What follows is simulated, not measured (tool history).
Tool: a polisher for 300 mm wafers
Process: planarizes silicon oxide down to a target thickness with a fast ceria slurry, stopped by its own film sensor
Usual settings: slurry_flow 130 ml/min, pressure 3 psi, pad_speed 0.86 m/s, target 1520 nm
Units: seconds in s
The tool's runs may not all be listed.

run,hour,slurry_flow,pressure,pad_speed,target,wafers since the last listed run,wafers polished on this pad,hours since the slurry nozzle was cleaned,hours since the head pressure was calibrated,"incoming thickness of the incoming film, nm",seconds
1,0,120,2.3,0.86,1520,0,3586,107.7,269.7,2437.9,71
2,42,130,3,0.86,1520,560,4147,149.7,311.7,2428.2,59
3,92.4,130,3,0.86,1520,672,4820,200.1,362.1,2473.1,62.9
# hour 112.9: worn pad replaced by a new one
4,150.8,130,3,0.86,1520,726,505,258.5,420.5,2453.6,61.2
5,179.1,130,3,0.86,1520,377,883,286.8,448.8,2435.9,59.9
6,240,95,3,0.86,1520,812,1696,347.7,509.7,2446.1,64.9
7,311.7,95,3,0.86,1520,956,2653,419.4,581.4,2437.8,63.8
8,341,95,3,0.86,1520,391,3044,448.7,610.7,2420.8,63
9,410.3,160,3,0.86,1520,924,3969,518,680,2418.4,54.7
10,484,130,3,0.98,1520,983,4953,591.7,753.7,2431.6,51.4
# hour 499.1: worn pad replaced by a new one
11,591.2,130,3,0.98,1520,1377,1228,698.9,860.9,2420.7,51.6
12,655,130,3,0.98,1520,851,2080,762.7,924.7,2389.4,49.1
# hour 681.1: head pressure recalibrated
13,682.1,130,3,0.86,1520,335,2415,789.8,1,2426,62.9
14,751.1,130,3,0.86,1520,920,3336,858.8,70,2425.9,62
# hour 789.3: slurry nozzle cleaned
15,794.7,130,3,0.86,1520,568,3905,5.4,113.6,2438.2,62.2
16,857.4,130,3,0.86,1520,836,4741,68.1,176.3,2423.1,60.7
17,919.2,130,3,0.86,1300,824,5566,129.9,238.1,2447.9,77.6
18,945,130,3,0.86,1520,344,5911,155.7,263.9,2421.6,60.2
# hour 961.3: worn pad replaced by a new one, of another model than before
19,1000.4,130,2.6,0.86,1520,686,521,211.1,319.3,2422.5,64
20,1060.6,130,3,0.86,1520,803,1324,271.3,379.5,2470,63.7
21,1112.3,130,3,0.86,1520,690,2014,323,431.2,2458.8,63
22,1145.5,130,2.7,0.86,1520,443,2457,356.2,464.4,2460.4,66.3
23,1203.4,115,3.6,0.62,1377,772,3230,414.1,522.3,2398,82.9
24,1268.1,130,3,0.86,1520,863,4094,478.8,587,2434.6,60.6
25,1332.3,130,3,0.86,1520,856,4951,543,651.2,2381.7,58.3
26,1384.9,130,3,0.86,1520,702,5653,595.6,703.8,2407.6,59.1
27,1410.9,130,3,0.58,1520,347,6000,621.6,729.8,2396,77.7
# hour 1456.5: worn pad replaced by a new one
28,1473.8,105,2,0.72,1415,786,231,684.5,792.7,2465.8,98.8
29,1513.7,130,3.7,1.02,1650,532,763,724.4,832.6,2456.1,42.3
# hour 1524.7: head pressure recalibrated
30,1548.9,130,3.4,0.86,1520,443,1207,759.6,24.2,2399.7,57.8
# hour 1559.9: slurry nozzle cleaned
31,1684.1,130,3,0.68,1262,1791,2998,124.2,159.4,2416.4,93
32,1753.8,145,2.7,0.66,1249,930,3928,193.9,229.1,2409.5,95.7
33,1835.1,165,3,0.68,1218,1085,5013,275.2,310.4,2437.7,91.1
# hour 1857.4: worn pad replaced by a new one
34,1898.3,105,2.6,0.86,1724,790,545,338.4,373.6,2417.4,54.3
35,1954.1,150,3,0.86,1672,744,1290,394.2,429.4,2428.1,47.6
36,2012.2,90,2.7,1.12,1703,775,2065,452.3,487.5,2450.6,51.2
37,2051.7,130,3.6,0.86,1520,527,2592,491.8,527,2408.2,54.5

Measured less the same run without the tool's hidden state. The same run-to-run variation is in both; the gauge's scatter may not be:
The hidden state here: removal rate lost through wear of the pad, %; slurry flow missing at the pad, %; deviation of the head's pressure from its setpoint, %.
run,seconds
1,-3
2,-2.7
3,-3.1
4,-3.3
5,-3.4
6,-3.9
7,-3.9
8,-4
9,-3.5
10,-3.4
11,-3.5
12,-3.4
13,+0.6
14,-0.3
15,-0.8
16,-1.3
17,-2.2
18,-1.9
19,-1.4
20,-1.7
21,-1.8
22,-1.9
23,-2.5
24,-1.9
25,-1.9
26,-2
27,-2.7
28,-3.5
29,-1.5
30,-0.1
31,-1.4
32,-2
33,-2.4
34,-1.5
35,-1.5
36,-1.7
37,-1.9

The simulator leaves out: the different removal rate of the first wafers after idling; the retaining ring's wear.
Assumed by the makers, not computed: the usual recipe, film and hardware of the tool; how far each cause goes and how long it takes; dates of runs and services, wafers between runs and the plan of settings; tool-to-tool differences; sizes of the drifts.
